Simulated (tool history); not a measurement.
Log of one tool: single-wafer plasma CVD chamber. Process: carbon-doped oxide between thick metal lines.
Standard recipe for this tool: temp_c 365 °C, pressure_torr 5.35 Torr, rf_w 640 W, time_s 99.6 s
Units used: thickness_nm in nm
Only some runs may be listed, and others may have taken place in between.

run     day  temp_c  pressure_torr  rf_w  time_s  wafers since the last listed run  hours since the last thermocouple change  hours since the last RF generator calibration  hours since the last manometer calibration  hours since the showerhead was replaced  hours since the gauge calibration  read-back reference wafer on the same gauge, thickness_nm  thickness_nm
  1   0.000     365           5.35   640    99.6                                 0                                     977.0                                          811.9                                      1877.1                                   6015.9                              447.0                                                    491.083       544.808
  2   3.850     365           5.35   640    99.6                              1405                                    1069.4                                          904.3                                      1969.5                                   6108.3                              539.4                                                    490.433       544.347
  3   4.962     365           5.35   640    99.6                               406                                    1096.1                                          931.0                                      1996.2                                   6135.0                              566.1                                                    491.478       545.416
  4   5.725     365           5.35   640    99.6                               278                                    1114.4                                          949.3                                      2014.5                                   6153.3                              584.4                                                    490.709       544.737
  5   7.033     365           5.35   640    99.6                               477                                    1145.8                                          980.7                                      2045.9                                   6184.7                              615.8                                                    490.398       540.990
  6   7.725     365           5.35   640    99.6                               252                                    1162.4                                          997.3                                      2062.5                                   6201.3                              632.4                                                    490.584       541.715
      8.575  -- gauge calibrated
  7   8.696     365           4.47   590    99.6                               354                                    1185.7                                         1020.6                                      2085.8                                   6224.6                                2.9                                                    490.768       506.287
  8  10.112     373           5.35   640    92.1                               517                                    1219.7                                         1054.6                                      2119.8                                   6258.6                               36.9                                                    490.684       493.905
  9  10.658     373           5.35   640    92.1                               199                                    1232.8                                         1067.7                                      2132.9                                   6271.7                               50.0                                                    490.663       491.647
 10  11.333     358           5.35   640    99.6                               246                                    1249.0                                         1083.9                                      2149.1                                   6287.9                               66.2                                                    490.868       551.057
     12.508  -- showerhead replaced
 11  12.529     372           4.11   640    90.5                               314                                    1277.7                                         1112.6                                      2177.8                                      0.5                               94.9                                                    490.861       470.790
 12  13.675     371           5.35   640    99.6                               418                                    1305.2                                         1140.1                                      2205.3                                     28.0                              122.4                                                    491.045       532.590
     14.308  -- thermocouple changed; heater temperature recalibrated
 13  14.396     371           6.68   715    90.8                               141                                       2.1                                         1157.4                                      2222.6                                     45.3                              139.7                                                    490.889       528.928
 14  15.521     365           5.35   640    99.6                               410                                      29.1                                         1184.4                                      2249.6                                     72.3                              166.7                                                    490.718       540.938
 15  16.558     371           4.77   715   106.0                               378                                      54.0                                         1209.3                                      2274.5                                     97.2                              191.6                                                    490.364       593.106
     17.038  -- RF generator calibrated
 16  17.146     365           4.02   555    99.6                                92                                      68.1                                            2.6                                      2288.6                                    111.3                              205.7                                                    490.674       504.183
     18.833  -- capacitance manometer re-zeroed and calibrated
 17  18.854     365           5.35   640    99.6                               501                                     109.1                                           43.6                                         0.5                                    152.3                              246.7                                                    490.901       562.571
 18  19.425     350           4.95   640    99.6                               208                                     122.8                                           57.3                                        14.2                                    166.0                              260.4                                                    490.865       581.928
 19  20.729     380           5.35   675    99.6                               476                                     154.1                                           88.6                                        45.5                                    197.3                              291.7                                                    491.092       562.077
 20  21.800     358           5.35   640    99.6                               390                                     179.8                                          114.3                                        71.2                                    223.0                              317.4                                                    491.344       574.786
 21  22.558     365           5.35   640    99.6                               276                                     198.0                                          132.5                                        89.4                                    241.2                              335.6                                                    490.847       564.921
 22  23.183     365           5.35   640    99.6                               228                                     213.0                                          147.5                                       104.4                                    256.2                              350.6                                                    490.951       561.423
 23  24.250     365           5.35   640    92.5                               389                                     238.6                                          173.1                                       130.0                                    281.8                              376.2                                                    491.522       522.282
 24  25.312     372           4.34   640   113.0                               387                                     264.1                                          198.6                                       155.5                                    307.3                              401.7                                                    491.122       607.405
 25  26.454     365           5.35   640    99.6                               416                                     291.5                                          226.0                                       182.9                                    334.7                              429.1                                                    491.011       558.972
 26  27.058     365           4.52   725    88.3                               220                                     306.0                                          240.5                                       197.4                                    349.2                              443.6                                                    490.989       524.458
 27  28.558     370           5.35   640   106.1                               547                                     342.0                                          276.5                                       233.4                                    385.2                              479.6                                                    491.081       586.923

Each row is a separate what-if for the run after 27, all from the same tool condition, not one after another. Results?
  A  28.575     365           5.35   640    82.9                                 6                                     342.4                                          276.9                                       233.8                                    385.6                              480.0                                                          ?             ?
  B  28.575     350           5.35   640    83.7                                 6                                     342.4                                          276.9                                       233.8                                    385.6                              480.0                                                          ?             ?
  C  28.575     373           5.35   640    99.6                                 6                                     342.4                                          276.9                                       233.8                                    385.6                              480.0                                                          ?             ?
  D  28.575     370           5.35   575    82.6                                 6                                     342.4                                          276.9                                       233.8                                    385.6                              480.0                                                          ?             ?
  E  28.575     372           6.06   640    99.6                                 6                                     342.4                                          276.9                                       233.8                                    385.6                              480.0                                                          ?             ?

run  read-back reference wafer on the same gauge, thickness_nm  thickness_nm
  A                                                    490.519       465.064
  B                                                    490.519       489.181
  C                                                    490.519       547.553
  D                                                    490.519       430.317
  E                                                    490.519       555.696
Take away the tool's hidden state, keep each run's random variation, and the runs would have read:
run  thickness_nm
  A       470.220
  B       494.605
  C       553.624
  D       435.088
  E       561.857
